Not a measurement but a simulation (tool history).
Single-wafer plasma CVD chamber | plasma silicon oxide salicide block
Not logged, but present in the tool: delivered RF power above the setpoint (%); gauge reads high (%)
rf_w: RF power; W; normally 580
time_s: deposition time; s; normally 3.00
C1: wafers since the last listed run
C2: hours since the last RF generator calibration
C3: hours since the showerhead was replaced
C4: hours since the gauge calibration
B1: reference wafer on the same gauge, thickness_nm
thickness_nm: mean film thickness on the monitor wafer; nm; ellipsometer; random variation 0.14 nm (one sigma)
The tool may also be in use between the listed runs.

{"run": 1, "day": 0.0, "rf_w": 580, "time_s": 3.0, "C1": 0, "C2": 543.4, "C3": 5672.7, "C4": 240.1, "B1": 38.73, "thickness_nm": 33.006}
{"run": 2, "day": 2.058, "rf_w": 510, "time_s": 3.26, "C1": 835, "C2": 592.8, "C3": 5722.1, "C4": 289.5, "B1": 38.719, "thickness_nm": 35.078}
{"run": 3, "day": 6.258, "rf_w": 510, "time_s": 3.26, "C1": 1705, "C2": 693.6, "C3": 5822.9, "C4": 390.3, "B1": 38.719, "thickness_nm": 34.536}
{"run": 4, "day": 10.038, "rf_w": 580, "time_s": 3.0, "C1": 1534, "C2": 784.3, "C3": 5913.6, "C4": 481.0, "B1": 38.686, "thickness_nm": 33.049}
{"run": 5, "day": 12.712, "rf_w": 580, "time_s": 3.0, "C1": 1086, "C2": 848.5, "C3": 5977.8, "C4": 545.2, "B1": 38.681, "thickness_nm": 32.847}
{"run": 6, "day": 14.662, "rf_w": 580, "time_s": 3.0, "C1": 791, "C2": 895.3, "C3": 6024.6, "C4": 592.0, "B1": 38.742, "thickness_nm": 33.074}
{"run": 7, "day": 18.996, "rf_w": 580, "time_s": 3.0, "C1": 1759, "C2": 999.3, "C3": 6128.6, "C4": 696.0, "B1": 38.643, "thickness_nm": 33.038}
{"run": 8, "day": 21.817, "rf_w": 580, "time_s": 3.0, "C1": 1145, "C2": 1067.0, "C3": 6196.3, "C4": 763.7, "B1": 38.698, "thickness_nm": 32.809}
{"run": 9, "day": 23.433, "rf_w": 580, "time_s": 3.0, "C1": 656, "C2": 1105.8, "C3": 6235.1, "C4": 802.5, "B1": 38.737, "thickness_nm": 32.758}
{"run": 10, "day": 27.05, "rf_w": 495, "time_s": 2.55, "C1": 1468, "C2": 1192.6, "C3": 6321.9, "C4": 889.3, "B1": 38.727, "thickness_nm": 26.638}
{"run": 11, "day": 29.038, "rf_w": 495, "time_s": 2.55, "C1": 806, "C2": 1240.3, "C3": 6369.6, "C4": 937.0, "B1": 38.655, "thickness_nm": 26.784}
{"run": 12, "day": 31.683, "rf_w": 495, "time_s": 2.55, "C1": 1074, "C2": 1303.8, "C3": 6433.1, "C4": 1000.5, "B1": 38.705, "thickness_nm": 26.568}
{"run": 13, "day": 34.083, "rf_w": 580, "time_s": 3.0, "C1": 974, "C2": 1361.4, "C3": 6490.7, "C4": 1058.1, "B1": 38.747, "thickness_nm": 32.518}
{"run": 14, "day": 36.412, "rf_w": 670, "time_s": 3.27, "C1": 945, "C2": 1417.3, "C3": 6546.6, "C4": 1114.0, "B1": 38.678, "thickness_nm": 36.989}
{"day": 37.075, "done": "showerhead replaced"}
{"day": 37.8, "done": "gauge calibrated"}
{"day": 39.083, "done": "RF generator calibrated"}
{"run": 15, "day": 40.079, "rf_w": 580, "time_s": 3.39, "C1": 1218, "C2": 23.9, "C3": 72.1, "C4": 54.7, "B1": 38.749, "thickness_nm": 37.423}
{"run": 16, "day": 43.308, "rf_w": 580, "time_s": 3.0, "C1": 1311, "C2": 101.4, "C3": 149.6, "C4": 132.2, "B1": 38.719, "thickness_nm": 33.038}
{"run": 17, "day": 47.758, "rf_w": 615, "time_s": 3.6, "C1": 1806, "C2": 208.2, "C3": 256.4, "C4": 239.0, "B1": 38.719, "thickness_nm": 40.302}
{"run": 18, "day": 50.242, "rf_w": 650, "time_s": 3.31, "C1": 1008, "C2": 267.8, "C3": 316.0, "C4": 298.6, "B1": 38.684, "thickness_nm": 37.215}
{"run": 19, "day": 52.042, "rf_w": 480, "time_s": 3.15, "C1": 730, "C2": 311.0, "C3": 359.2, "C4": 341.8, "B1": 38.677, "thickness_nm": 33.044}
{"run": 20, "day": 57.812, "rf_w": 625, "time_s": 2.7, "C1": 2342, "C2": 449.5, "C3": 497.7, "C4": 480.3, "B1": 38.71, "thickness_nm": 30.363}
{"run": 21, "day": 67.3, "rf_w": 690, "time_s": 2.57, "C1": 3851, "C2": 677.2, "C3": 725.4, "C4": 708.0, "B1": 38.753, "thickness_nm": 29.397}
{"run": 22, "day": 71.571, "rf_w": 690, "time_s": 3.21, "C1": 1733, "C2": 779.7, "C3": 827.9, "C4": 810.5, "B1": 38.677, "thickness_nm": 36.903}
{"run": 23, "day": 74.275, "rf_w": 615, "time_s": 2.55, "C1": 1097, "C2": 844.6, "C3": 892.8, "C4": 875.4, "B1": 38.703, "thickness_nm": 28.464}
{"run": 24, "day": 76.371, "rf_w": 690, "time_s": 3.38, "C1": 850, "C2": 894.9, "C3": 943.1, "C4": 925.7, "B1": 38.741, "thickness_nm": 38.672}
{"run": 25, "day": 79.946, "rf_w": 580, "time_s": 3.0, "C1": 1451, "C2": 980.7, "C3": 1028.9, "C4": 1011.5, "B1": 38.681, "thickness_nm": 33.123}
{"day": 81.562, "done": "gauge calibrated"}
{"run": 26, "day": 83.717, "rf_w": 505, "time_s": 3.37, "C1": 1530, "C2": 1071.2, "C3": 1119.4, "C4": 51.7, "B1": 38.671, "thickness_nm": 35.87}

Branching from run 26: 4 alternative next runs. What would each branch give?
{"run": "A", "day": 83.733, "rf_w": 580, "time_s": 3.0, "C1": 6, "C2": 1071.6, "C3": 1119.8, "C4": 52.1, "B1": "?", "thickness_nm": "?"}
{"run": "B", "day": 83.733, "rf_w": 505, "time_s": 3.47, "C1": 6, "C2": 1071.6, "C3": 1119.8, "C4": 52.1, "B1": "?", "thickness_nm": "?"}
{"run": "C", "day": 83.733, "rf_w": 675, "time_s": 2.56, "C1": 6, "C2": 1071.6, "C3": 1119.8, "C4": 52.1, "B1": "?", "thickness_nm": "?"}
{"run": "D", "day": 83.733, "rf_w": 665, "time_s": 3.2, "C1": 6, "C2": 1071.6, "C3": 1119.8, "C4": 52.1, "B1": "?", "thickness_nm": "?"}

run=A B1=38.749 thickness_nm=32.740
run=B B1=38.749 thickness_nm=36.570
run=C B1=38.749 thickness_nm=29.051
run=D B1=38.749 thickness_nm=36.173
The same runs, with their run-to-run variation unchanged, on a tool lacking any hidden condition would have given:
run=A thickness_nm=33.030
run=B thickness_nm=36.894
run=C thickness_nm=29.308
run=D thickness_nm=36.494
